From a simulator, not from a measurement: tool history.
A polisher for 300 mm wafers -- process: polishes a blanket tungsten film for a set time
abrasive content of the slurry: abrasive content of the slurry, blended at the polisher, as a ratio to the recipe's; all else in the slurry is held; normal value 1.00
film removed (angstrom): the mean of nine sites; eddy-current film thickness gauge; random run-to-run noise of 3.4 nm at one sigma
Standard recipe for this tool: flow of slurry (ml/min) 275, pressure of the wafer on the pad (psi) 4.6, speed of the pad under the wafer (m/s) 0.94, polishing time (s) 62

| run | hour | flow of slurry (ml/min) | pressure of the wafer on the pad (psi) | speed of the pad under the wafer (m/s) | abrasive content of the slurry | polishing time (s) | incoming thickness of the incoming film, nm | film removed (angstrom) |
|---|---|---|---|---|---|---|---|---|
| 1 | 0.0 | 275 | 4.6 | 0.94 | 1.00 | 62 | 949.8 | 2395 |
| 2 | 27.6 | 335 | 4.6 | 0.94 | 1.00 | 62 | 959.3 | 2432 |
|  | 35.6 | slurry tank refilled with fresh slurry and peroxide |
| 3 | 44.1 | 335 | 4.6 | 0.94 | 1.00 | 62 | 950.3 | 2729 |
|  | 125.6 | slurry blender recalibrated |
| 4 | 133.0 | 335 | 4.6 | 0.94 | 1.00 | 62 | 949.3 | 2499 |
|  | 147.9 | worn pad replaced by a new one |
| 5 | 167.5 | 275 | 4.6 | 0.94 | 1.00 | 62 | 952.5 | 2366 |
|  | 170.0 | head pressure recalibrated |
| 6 | 195.0 | 275 | 4.6 | 0.94 | 1.00 | 62 | 949.9 | 2303 |
| 7 | 211.8 | 275 | 4.6 | 0.94 | 1.00 | 62 | 954.3 | 2329 |
|  | 226.2 | slurry tank refilled with fresh slurry and peroxide |
| 8 | 230.9 | 330 | 4.6 | 0.94 | 1.10 | 62 | 939.5 | 2636 |
| 9 | 261.2 | 275 | 4.6 | 0.94 | 1.20 | 62 | 963.2 | 2579 |
| 10 | 277.9 | 235 | 3.6 | 1.20 | 1.00 | 62 | 932.3 | 2166 |
| 11 | 302.2 | 275 | 4.6 | 1.06 | 1.20 | 62 | 935.2 | 2652 |
|  | 336.7 | worn pad replaced by a new one |
| 12 | 337.2 | 275 | 4.6 | 1.06 | 1.25 | 62 | 961.9 | 2606 |
|  | 339.8 | slurry nozzle cleaned |
| 13 | 347.9 | 225 | 4.6 | 0.94 | 1.00 | 62 | 939.2 | 2391 |
| 14 | 365.5 | 185 | 4.6 | 0.94 | 1.00 | 68 | 948.5 | 2530 |
| 15 | 398.0 | 275 | 4.6 | 0.94 | 1.00 | 62 | 950.8 | 2403 |
| 16 | 416.6 | 275 | 4.6 | 0.94 | 1.00 | 62 | 949.3 | 2398 |
|  | 450.8 | slurry tank refilled with fresh slurry and peroxide |
| 17 | 452.4 | 185 | 4.6 | 0.94 | 1.00 | 62 | 962.0 | 2513 |
| 18 | 469.3 | 275 | 3.1 | 1.18 | 1.20 | 62 | 941.7 | 2083 |
| 19 | 498.5 | 360 | 5.5 | 1.06 | 1.00 | 62 | 970.4 | 3281 |
| 20 | 511.0 | 275 | 4.6 | 0.94 | 1.00 | 62 | 954.1 | 2481 |
|  | 528.6 | worn pad replaced by a new one |
| 21 | 529.1 | 320 | 3.3 | 0.94 | 1.10 | 62 | 954.1 | 1817 |
| 22 | 556.0 | 200 | 4.1 | 0.94 | 0.90 | 70 | 953.8 | 2315 |
| 23 | 576.6 | 275 | 4.6 | 1.06 | 1.00 | 56 | 964.8 | 2344 |
| 24 | 598.7 | 275 | 4.6 | 0.94 | 1.00 | 62 | 943.4 | 2380 |
| 25 | 625.8 | 345 | 3.8 | 0.94 | 1.00 | 62 | 934.1 | 2002 |
|  | 630.8 | slurry blender recalibrated |
|  | 648.8 | slurry tank refilled with fresh slurry and peroxide |
|  | 660.4 | head pressure recalibrated |
| 26 | 683.8 | 275 | 4.6 | 1.16 | 0.90 | 62 | 946.2 | 2808 |
| 27 | 700.2 | 315 | 4.6 | 0.94 | 0.75 | 62 | 949.7 | 2376 |

Forecast each of these 3 alternatives for the next run:
| A | 700.6 | 275 | 4.6 | 0.94 | 1.00 | 62 | 951.5 | ? |
| B | 700.6 | 275 | 3.4 | 0.94 | 1.00 | 73 | 951.5 | ? |
| C | 700.6 | 320 | 4.6 | 0.94 | 0.85 | 62 | 951.5 | ? |

| run | film removed (angstrom) |
|---|---|
| A | 2421 |
| B | 2107 |
| C | 2400 |
Take away the tool's hidden state, keep each run's random variation, and the runs would have read:
| run | film removed (angstrom) |
|---|---|
| A | 2735 |
| B | 2381 |
| C | 2700 |

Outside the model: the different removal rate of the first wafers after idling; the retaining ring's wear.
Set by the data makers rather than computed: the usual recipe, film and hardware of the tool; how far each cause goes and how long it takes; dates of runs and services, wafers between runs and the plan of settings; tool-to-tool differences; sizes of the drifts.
